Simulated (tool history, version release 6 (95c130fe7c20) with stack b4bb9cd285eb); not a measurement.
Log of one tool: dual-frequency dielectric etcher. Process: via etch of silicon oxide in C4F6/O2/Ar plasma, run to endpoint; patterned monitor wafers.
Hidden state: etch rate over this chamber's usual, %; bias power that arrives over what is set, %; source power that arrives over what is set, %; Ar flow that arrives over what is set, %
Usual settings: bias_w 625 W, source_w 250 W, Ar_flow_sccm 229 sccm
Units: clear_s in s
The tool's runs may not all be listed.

run,hour,bias_w,source_w,Ar_flow_sccm,wafers since the last listed run,hours since the last wet clean,hours since the last bias power generator calibration,hours since the last source power generator calibration,hours since the last Ar flow controller change,hours since the last upper electrode change,"incoming incoming film thickness, nm",clear_s
1,0,625,250,229,0,379.6,1933.1,4808.5,5382.3,4785.6,92.4,21.9
2,14,625,250,229,137,393.6,1947.1,4822.5,5396.3,4799.6,93.3,22.1
3,24.8,625,250,229,105,404.4,1957.9,4833.3,5407.1,4810.4,94.2,22.4
4,35.3,625,250,229,102,414.9,1968.4,4843.8,5417.6,4820.9,92.9,22.1
5,48.2,625,250,229,126,427.8,1981.3,4856.7,5430.5,4833.8,93.3,22.2
6,60.3,625,250,229,118,439.9,1993.4,4868.8,5442.6,4845.9,92.5,22.1
# hour 100.8: upper electrode replaced
7,101.3,625,250,229,166,480.9,2034.4,4909.8,5483.6,0.5,93.6,22.2
8,111.4,527,250,229,98,491,2044.5,4919.9,5493.7,10.6,92.8,23.2
9,126.7,527,250,229,149,506.3,2059.8,4935.2,5509,25.9,92.7,23.2
# hour 140.8: Ar flow controller replaced
10,141.3,625,250,229,84,520.9,2074.4,4949.8,0.5,40.5,93.3,22.2
11,149.2,625,250,229,77,528.8,2082.3,4957.7,8.4,48.4,93,22.3
12,157.1,625,250,229,77,536.7,2090.2,4965.6,16.3,56.3,91.6,21.8
13,174.4,625,250,229,169,554,2107.5,4982.9,33.6,73.6,93.7,22.7
# hour 221.2: bias power generator calibrated
# hour 240.1: wet clean of the chamber
# hour 241.6: source power generator calibrated
14,242.1,625,250,229,424,2,20.9,0.5,101.3,141.3,93.9,21.3
15,242.4,552,230,193,2,2.3,21.2,0.8,101.6,141.6,93.8,22.3
16,242.7,492,280,173,2,2.6,21.5,1.1,101.9,141.9,94.2,21.6
17,252.3,527,250,229,93,12.2,31.1,10.7,111.5,151.5,94,22.3
18,260.2,717,270,263,77,20.1,39,18.6,119.4,159.4,94.2,20.1
19,272.3,572,270,254,118,32.2,51.1,30.7,131.5,171.5,94,21.5
20,281,557,310,180,85,40.9,59.8,39.4,140.2,180.2,93.7,20.3
21,287,625,250,229,58,46.9,65.8,45.4,146.2,186.2,93.7,21.2
22,298.4,710,300,191,111,58.3,77.2,56.8,157.6,197.6,92.9,19.3
23,309.6,580,290,229,109,69.5,88.4,68,168.8,208.8,93.8,21.1
24,321.2,469,270,282,113,81.1,100,79.6,180.4,220.4,93.9,22.9

3 ways to go on from here, each from the tool as it stands after run 24. What would each give?
A,321.6,625,250,246,3,81.5,100.4,80,180.8,220.8,92.6,?
B,321.6,769,220,254,3,81.5,100.4,80,180.8,220.8,92.6,?
C,321.6,625,250,260,3,81.5,100.4,80,180.8,220.8,92.6,?

run,clear_s
A,21.3
B,20.8
C,21.4
Without the tool's hidden state the same runs would have given:
run,clear_s
A,21.2
B,20.7
C,21.3
